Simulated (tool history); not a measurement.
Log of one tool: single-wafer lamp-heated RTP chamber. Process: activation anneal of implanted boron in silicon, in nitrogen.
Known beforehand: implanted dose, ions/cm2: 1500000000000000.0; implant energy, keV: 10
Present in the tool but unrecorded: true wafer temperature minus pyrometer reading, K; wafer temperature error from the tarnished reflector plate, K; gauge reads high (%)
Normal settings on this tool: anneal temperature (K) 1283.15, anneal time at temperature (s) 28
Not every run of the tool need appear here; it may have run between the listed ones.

| run | hour | anneal temperature (K) | anneal time at temperature (s) | wafers since the last listed run | wafers since the last pyrometer calibration | wafers since the reflector plate was cleaned | hours since the gauge calibration | read-back reference wafer on the same gauge, sheet resistance | sheet resistance of the implanted and annealed layer (ohm/square) |
|---|---|---|---|---|---|---|---|---|---|
| 1 | 0 | 1260.15 | 35 | 0 | 3562 | 9720 | 148 | 95.04 | 112.57 |
|  | 12.3 | pyrometer window cleaned and pyrometer calibrated |
| 2 | 13.1 | 1283.15 | 28 | 84 | 13 | 9805 | 161.1 | 95.01 | 104.49 |
| 3 | 29.5 | 1283.15 | 33 | 272 | 286 | 10078 | 177.5 | 94.92 | 103.61 |
| 4 | 46.5 | 1283.15 | 33 | 282 | 569 | 10361 | 194.5 | 94.99 | 103.5 |
| 5 | 52.5 | 1300.15 | 28 | 99 | 669 | 10461 | 200.5 | 95.1 | 98.22 |
| 6 | 59.1 | 1283.15 | 28 | 109 | 779 | 10570 | 207.1 | 95.07 | 104.6 |
| 7 | 66.9 | 1283.15 | 28 | 129 | 908 | 10700 | 214.9 | 95.05 | 104.43 |
| 8 | 82.8 | 1283.15 | 28 | 264 | 1173 | 10965 | 230.8 | 94.95 | 104.42 |
| 9 | 94.3 | 1283.15 | 28 | 191 | 1364 | 11156 | 242.3 | 95.02 | 104.42 |
| 10 | 112.1 | 1283.15 | 28 | 296 | 1661 | 11453 | 260.1 | 94.97 | 104.65 |
| 11 | 121.3 | 1283.15 | 28 | 153 | 1814 | 11606 | 269.3 | 94.91 | 104.39 |
| 12 | 132.9 | 1283.15 | 28 | 193 | 2007 | 11799 | 280.9 | 94.95 | 104.34 |
| 13 | 139.2 | 1283.15 | 28 | 104 | 2112 | 11904 | 287.2 | 95.05 | 104.74 |
| 14 | 151.4 | 1283.15 | 28 | 203 | 2315 | 12107 | 299.4 | 94.98 | 104.73 |
|  | 153.7 | gauge calibrated |
| 15 | 168.3 | 1283.15 | 28 | 281 | 2596 | 12388 | 14.6 | 95.04 | 104.41 |
| 16 | 184 | 1283.15 | 28 | 261 | 2857 | 12649 | 30.3 | 95.01 | 104.6 |
| 17 | 191.6 | 1274.15 | 43 | 126 | 2984 | 12776 | 37.9 | 95.1 | 104.76 |
| 18 | 204.3 | 1258.15 | 28 | 211 | 3195 | 12987 | 50.6 | 94.95 | 116.48 |
| 19 | 218.6 | 1265.15 | 24 | 237 | 3433 | 13225 | 64.9 | 95 | 113.44 |
| 20 | 225.6 | 1263.15 | 13 | 116 | 3550 | 13342 | 71.9 | 94.96 | 119.32 |
| 21 | 240.4 | 1269.15 | 35 | 246 | 3796 | 13588 | 86.7 | 95.02 | 108.62 |
| 22 | 257.2 | 1272.15 | 15 | 279 | 4076 | 13867 | 103.5 | 94.95 | 112.69 |
|  | 268.3 | pyrometer window cleaned and pyrometer calibrated |
| 23 | 268.8 | 1300.15 | 39 | 59 | 8 | 13927 | 115.1 | 95 | 95.79 |
| 24 | 270.4 | 1260.15 | 28 | 26 | 34 | 13954 | 116.7 | 95.01 | 115.22 |
| 25 | 285.7 | 1283.15 | 28 | 254 | 289 | 14209 | 132 | 94.98 | 104.79 |
| 26 | 292.2 | 1283.15 | 28 | 108 | 397 | 14317 | 138.5 | 95 | 104.71 |
|  | 306.2 | reflector plate cleaned |
| 27 | 306.7 | 1283.15 | 28 | 108 | 505 | 8 | 153 | 95.01 | 104.52 |
| 28 | 307.9 | 1300.15 | 28 | 19 | 525 | 28 | 154.2 | 94.98 | 98.25 |
| 29 | 333.5 | 1299.15 | 15 | 426 | 951 | 454 | 179.8 | 95.02 | 103.12 |
| 30 | 351 | 1295.15 | 21 | 291 | 1243 | 745 | 197.3 | 95.03 | 102.45 |
| 31 | 357.8 | 1283.15 | 28 | 113 | 1356 | 858 | 204.1 | 94.98 | 104.29 |
| 32 | 369.7 | 1265.15 | 23 | 198 | 1554 | 1056 | 216 | 95.02 | 113.34 |
| 33 | 383.1 | 1299.15 | 28 | 223 | 1777 | 1279 | 229.4 | 94.97 | 98.67 |
| 34 | 396.5 | 1265.15 | 12 | 223 | 2000 | 1502 | 242.8 | 94.94 | 118.86 |
| 35 | 402.7 | 1283.15 | 28 | 103 | 2103 | 1605 | 249 | 94.99 | 104.48 |
| 36 | 414.5 | 1305.15 | 28 | 196 | 2299 | 1802 | 260.8 | 95 | 96.33 |

What if the next run were any one of these 5? Each begins from the tool's condition after run 36:
| A | 414.9 | 1283.15 | 37 | 6 | 2306 | 1808 | 261.2 | ? | ? |
| B | 414.9 | 1292.15 | 22 | 6 | 2306 | 1808 | 261.2 | ? | ? |
| C | 414.9 | 1310.15 | 20 | 6 | 2306 | 1808 | 261.2 | ? | ? |
| D | 414.9 | 1305.15 | 21 | 6 | 2306 | 1808 | 261.2 | ? | ? |
| E | 414.9 | 1311.15 | 37 | 6 | 2306 | 1808 | 261.2 | ? | ? |

| run | read-back reference wafer on the same gauge, sheet resistance | sheet resistance of the implanted and annealed layer (ohm/square) |
|---|---|---|
| A | 95.04 | 102.37 |
| B | 95.04 | 102.57 |
| C | 95.04 | 96.75 |
| D | 95.04 | 98.16 |
| E | 95.04 | 91.86 |
What these runs would have given with no unlogged condition in the tool:
| run | sheet resistance of the implanted and annealed layer (ohm/square) |
|---|---|
| A | 102.37 |
| B | 102.57 |
| C | 96.75 |
| D | 98.16 |
| E | 91.86 |
